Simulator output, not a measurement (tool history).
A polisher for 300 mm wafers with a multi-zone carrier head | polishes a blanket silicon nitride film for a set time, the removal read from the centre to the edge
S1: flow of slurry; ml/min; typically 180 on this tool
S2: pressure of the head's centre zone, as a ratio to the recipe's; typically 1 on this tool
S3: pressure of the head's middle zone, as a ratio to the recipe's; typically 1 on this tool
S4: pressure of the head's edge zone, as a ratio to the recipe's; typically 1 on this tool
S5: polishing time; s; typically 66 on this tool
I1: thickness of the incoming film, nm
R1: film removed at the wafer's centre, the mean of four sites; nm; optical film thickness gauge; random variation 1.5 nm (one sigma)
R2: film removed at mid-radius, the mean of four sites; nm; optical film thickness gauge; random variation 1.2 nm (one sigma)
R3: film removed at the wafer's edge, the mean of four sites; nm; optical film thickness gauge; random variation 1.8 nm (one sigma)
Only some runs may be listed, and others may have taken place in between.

run 1 hour=0 | S1=155 S2=1 S3=0.89 S4=0.93 S5=66 | I1=755 | R1=115.1 R2=112.7 R3=114.2
-- hour=89.9 edge zone pressure recalibrated
run 2 hour=101.7 | S1=125 S2=0.9 S3=1 S4=0.97 S5=66 | I1=774.1 | R1=89.6 R2=107.7 R3=113.3
run 3 hour=204.7 | S1=135 S2=1.1 S3=0.91 S4=1 S5=66 | I1=760.5 | R1=121.3 R2=102.3 R3=116.2
run 4 hour=303.8 | S1=205 S2=1 S3=1 S4=1 S5=53 | I1=751 | R1=94 R2=94.3 R3=101.2
-- hour=369.1 worn pad replaced by a new one
run 5 hour=389.5 | S1=155 S2=1 S3=1 S4=1.04 S5=57 | I1=757.5 | R1=86.6 R2=92.2 R3=99.9
-- hour=401.7 slurry nozzle cleaned
run 6 hour=429.9 | S1=180 S2=1 S3=1 S4=1 S5=44 | I1=771.1 | R1=86.5 R2=86.7 R3=88.4
run 7 hour=516.9 | S1=180 S2=1 S3=0.89 S4=1 S5=66 | I1=746.5 | R1=128.9 R2=122.9 R3=133.3
run 8 hour=581 | S1=180 S2=1 S3=1 S4=1 S5=66 | I1=768 | R1=126.2 R2=128.7 R3=132.3
-- hour=648.9 carrier head's membrane replaced by a new one
run 9 hour=687.7 | S1=180 S2=1 S3=1.03 S4=0.88 S5=50 | I1=755.3 | R1=95.1 R2=97.2 R3=88.7
-- hour=751.8 edge zone pressure recalibrated
run 10 hour=754.2 | S1=180 S2=1.06 S3=1.1 S4=0.9 S5=44 | I1=764.3 | R1=89.2 R2=87 R3=80.3
-- hour=831.3 centre zone pressure recalibrated
run 11 hour=844.6 | S1=125 S2=1.08 S3=1 S4=1 S5=66 | I1=763 | R1=121.9 R2=112.6 R3=119.2
run 12 hour=898.8 | S1=180 S2=0.96 S3=0.95 S4=0.96 S5=44 | I1=755.8 | R1=74.6 R2=79 R3=79.5
run 13 hour=991.5 | S1=180 S2=0.93 S3=1 S4=1 S5=66 | I1=769.3 | R1=105.1 R2=120.7 R3=127.6
run 14 hour=1055.2 | S1=180 S2=1 S3=1 S4=1 S5=66 | I1=758.8 | R1=118.6 R2=120.4 R3=121.5
-- hour=1090 worn pad replaced by a new one
-- hour=1102.5 slurry nozzle cleaned
run 15 hour=1145.8 | S1=180 S2=1 S3=1 S4=1 S5=66 | I1=751.9 | R1=126.7 R2=130.3 R3=131.5
run 16 hour=1211.8 | S1=180 S2=1 S3=0.95 S4=1 S5=66 | I1=765.9 | R1=123.9 R2=124.7 R3=131.2
run 17 hour=1266.6 | S1=120 S2=1 S3=1 S4=1 S5=66 | I1=770.5 | R1=112.6 R2=117.7 R3=123.1
run 18 hour=1344.8 | S1=120 S2=1 S3=1 S4=1 S5=66 | I1=749.7 | R1=113 R2=113.4 R3=122
-- hour=1354 edge zone pressure recalibrated
run 19 hour=1452.4 | S1=180 S2=1 S3=1 S4=1 S5=66 | I1=760.9 | R1=124.5 R2=126.3 R3=126.8
-- hour=1543.8 carrier head's membrane replaced by a new one
run 20 hour=1679.4 | S1=135 S2=0.94 S3=1 S4=0.94 S5=73 | I1=746.2 | R1=109.1 R2=123.6 R3=128.7
-- hour=1714.5 worn pad replaced by a new one
run 21 hour=1752.8 | S1=220 S2=1 S3=1 S4=1 S5=47 | I1=767.4 | R1=86.2 R2=88.6 R3=89.8
run 22 hour=1790.9 | S1=200 S2=0.89 S3=1.06 S4=1 S5=72 | I1=758.9 | R1=105.8 R2=134.5 R3=136.2

What the log doesn't show, run by run:
removal rate lost through wear of the pad, %: 0, the same for each run
deviation of the centre zone's pressure from its setpoint, %: 0, the same for each run
deviation of the edge zone's pressure from its setpoint, %: 0, the same for each run
H1: slurry flow missing at the pad, %
run=1 H1=27.4
run=2 H1=33
run=3 H1=38.7
run=4 H1=44.2
run=5 H1=48.9
run=6 H1=2.23
run=7 H1=7.02
run=8 H1=10.6
run=9 H1=16.4
run=10 H1=20.1
run=11 H1=25.1
run=12 H1=28.1
run=13 H1=33.2
run=14 H1=36.7
run=15 H1=4.91
run=16 H1=8.55
run=17 H1=11.6
run=18 H1=15.9
run=19 H1=21.8
run=20 H1=34.3
run=21 H1=38.4
run=22 H1=40.5
